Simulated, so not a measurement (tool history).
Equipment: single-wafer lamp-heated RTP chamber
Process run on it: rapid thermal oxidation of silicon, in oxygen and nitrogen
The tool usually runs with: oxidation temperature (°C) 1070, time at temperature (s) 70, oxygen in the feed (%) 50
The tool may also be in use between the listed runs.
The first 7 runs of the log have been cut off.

run    hour  oxidation temperature (°C)  time at temperature (s)  oxygen in the feed (%)  read-back reference wafer on the same gauge, thickness  oxide thickness on the monitor wafer (nm)
      526.0  -- oxygen flow controller replaced
  8   526.5                        1070                       95                      50                                                   7.635                                      9.893
  9   568.4                        1070                       95                      50                                                   7.634                                      9.831
 10   856.0                        1070                       70                      50                                                   7.651                                      8.679
 11   921.7                        1070                       70                      50                                                   7.651                                      8.597
 12   959.9                        1070                       70                      50                                                   7.650                                      8.613
 13  1038.1                        1070                       70                      50                                                   7.658                                      8.596
 14  1082.5                        1070                       70                      50                                                   7.655                                      8.638
 15  1120.2                        1049                       70                      50                                                   7.654                                      7.493
 16  1167.5                        1049                       70                      50                                                   7.664                                      7.487
 17  1238.1                        1070                       70                      72                                                   7.666                                      9.800
 18  1330.7                        1089                      103                      38                                                   7.661                                     10.485
 19  1397.5                        1082                       83                      50                                                   7.676                                     10.117
 20  1467.2                        1084                       41                      50                                                   7.671                                      7.464
 21  1519.0                        1070                       43                      69                                                   7.670                                      7.794
 22  1568.9                        1070                       85                      50                                                   7.682                                      9.426
     1601.9  -- pyrometer window cleaned and pyrometer calibrated
 23  1633.0                        1062                       45                      76                                                   7.679                                      7.817
 24  1715.0                        1095                      105                      78                                                   7.682                                     14.345
 25  1788.5                        1070                       70                      50                                                   7.680                                      8.713

Forecast run 26:
 26  1837.9                        1070                       70                      73                                                       ?                                          ?

Run 26 produced read-back reference wafer on the same gauge, thickness 7.689, oxide thickness on the monitor wafer (nm) 9.825.
If the tool had no hidden condition, the same run with the same run-to-run variation would have returned oxide thickness on the monitor wafer (nm) 9.678.

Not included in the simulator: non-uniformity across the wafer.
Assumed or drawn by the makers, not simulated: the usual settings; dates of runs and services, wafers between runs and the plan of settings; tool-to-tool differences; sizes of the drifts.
